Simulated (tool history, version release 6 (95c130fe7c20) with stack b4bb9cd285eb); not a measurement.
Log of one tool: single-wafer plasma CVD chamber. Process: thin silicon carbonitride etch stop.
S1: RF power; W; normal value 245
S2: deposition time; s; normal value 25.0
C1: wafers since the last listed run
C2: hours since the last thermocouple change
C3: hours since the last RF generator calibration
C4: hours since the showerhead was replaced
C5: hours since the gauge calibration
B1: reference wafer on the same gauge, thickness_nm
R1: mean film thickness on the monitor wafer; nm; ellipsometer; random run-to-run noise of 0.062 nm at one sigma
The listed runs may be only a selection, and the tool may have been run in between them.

run     day   S1    S2    C1      C2     C3      C4      C5      B1      R1
  1   0.000  245  25.0     0   872.7  338.6  7461.3  1120.0  17.608  14.547
  2   1.275  245  25.0   572   903.3  369.2  7491.9  1150.6  17.585  14.572
  3   2.633  245  25.0   610   935.9  401.8  7524.5  1183.2  17.610  14.634
  4   4.079  245  25.0   649   970.6  436.5  7559.2  1217.9  17.601  14.594
  5   5.042  245  25.0   432   993.7  459.6  7582.3  1241.0  17.601  14.573
  6   6.308  245  28.0   568  1024.1  490.0  7612.7  1271.4  17.610  16.384
  7   7.008  245  28.0   314  1040.9  506.8  7629.5  1288.2  17.600  16.287
  8   8.158  245  25.0   516  1068.5  534.4  7657.1  1315.8  17.604  14.669
  9   9.171  245  25.0   454  1092.8  558.7  7681.4  1340.1  17.588  14.540
 10   9.933  245  25.0   342  1111.1  577.0  7699.7  1358.4  17.598  14.436
     11.271  -- thermocouple changed; heater temperature recalibrated
 11  11.292  245  25.0   460     0.5  609.6  7732.3  1391.0  17.610  14.499
 12  12.558  245  25.0   568    30.9  640.0  7762.7  1421.4  17.591  14.429
     12.608  -- gauge calibrated
 13  16.967  245  25.0  1980   136.7  745.8  7868.5   104.6  17.581  14.508
 14  17.546  215  20.2   260   150.6  759.7  7882.4   118.5  17.599  11.258
     18.362  -- showerhead replaced, of another model than before
 15  18.933  245  25.0   473   183.9  793.0    13.7   151.8  17.596  14.502
 16  19.750  245  25.0   366   203.5  812.6    33.3   171.4  17.599  14.548
 17  20.975  225  25.0   550   232.9  842.0    62.7   200.8  17.601  14.306
 18  21.838  245  22.4   387   253.6  862.7    83.4   221.5  17.594  12.977
 19  24.329  245  20.2  1119   313.4  922.5   143.2   281.3  17.595  11.631
 20  25.096  290  20.4   344   331.8  940.9   161.6   299.7  17.592  12.184
     26.071  -- RF generator calibrated
 21  26.092  260  26.7   297   355.7    0.5   185.5   323.6  17.595  15.836
 22  27.079  225  29.9   443   379.4   24.2   209.2   347.3  17.603  17.269
 23  28.317  285  22.1   555   409.1   53.9   238.9   377.0  17.599  13.385
 24  28.883  280  21.7   254   422.7   67.5   252.5   390.6  17.599  13.104
 25  29.808  245  25.0   415   444.9   89.7   274.7   412.8  17.603  14.763
 26  30.812  280  23.7   451   469.0  113.8   298.8   436.9  17.602  14.384
 27  31.850  245  25.0   466   493.9  138.7   323.7   461.8  17.604  14.735
 28  32.350  245  27.0   224   505.9  150.7   335.7   473.8  17.617  15.827
 29  33.475  210  26.5   505   532.9  177.7   362.7   500.8  17.607  15.186
 30  36.950  285  29.2  1560   616.3  261.1   446.1   584.2  17.604  17.691
 31  38.408  245  28.0   655   651.3  296.1   481.1   619.2  17.607  16.463
 32  39.033  270  27.5   280   666.3  311.1   496.1   634.2  17.591  16.424
 33  40.421  290  27.8   623   699.6  344.4   529.4   667.5  17.612  16.964
 34  41.629  245  25.0   542   728.6  373.4   558.4   696.5  17.610  14.663
 35  42.742  245  25.0   499   755.3  400.1   585.1   723.2  17.617  14.589

Entry by entry between the runs, the difference in hidden state between the last listed run before and the first listed run after:
From run 10 to run 11: thermocouple changed; heater temperature recalibrated (day 11.271)
  delivered RF power above the setpoint (%): -3 -> -3.26
  measured value less the no-hidden-state value, R1: -0.123 -> -0.134 nm
From run 12 to run 13: gauge calibrated (day 12.608)
  delivered RF power above the setpoint (%): -3.51 -> -4.47
  measured value less the no-hidden-state value, R1: -0.144 -> -0.186 nm
From run 14 to run 15: showerhead replaced, of another model than before (day 18.362)
  delivered RF power above the setpoint (%): -4.61 -> -4.95
  measured value less the no-hidden-state value, R1: -0.149 -> -0.154 nm
From run 20 to run 21: RF generator calibrated (day 26.071)
  delivered RF power above the setpoint (%): -6.64 -> -0.169
  measured value less the no-hidden-state value, R1: -0.175 -> -0.006 nm

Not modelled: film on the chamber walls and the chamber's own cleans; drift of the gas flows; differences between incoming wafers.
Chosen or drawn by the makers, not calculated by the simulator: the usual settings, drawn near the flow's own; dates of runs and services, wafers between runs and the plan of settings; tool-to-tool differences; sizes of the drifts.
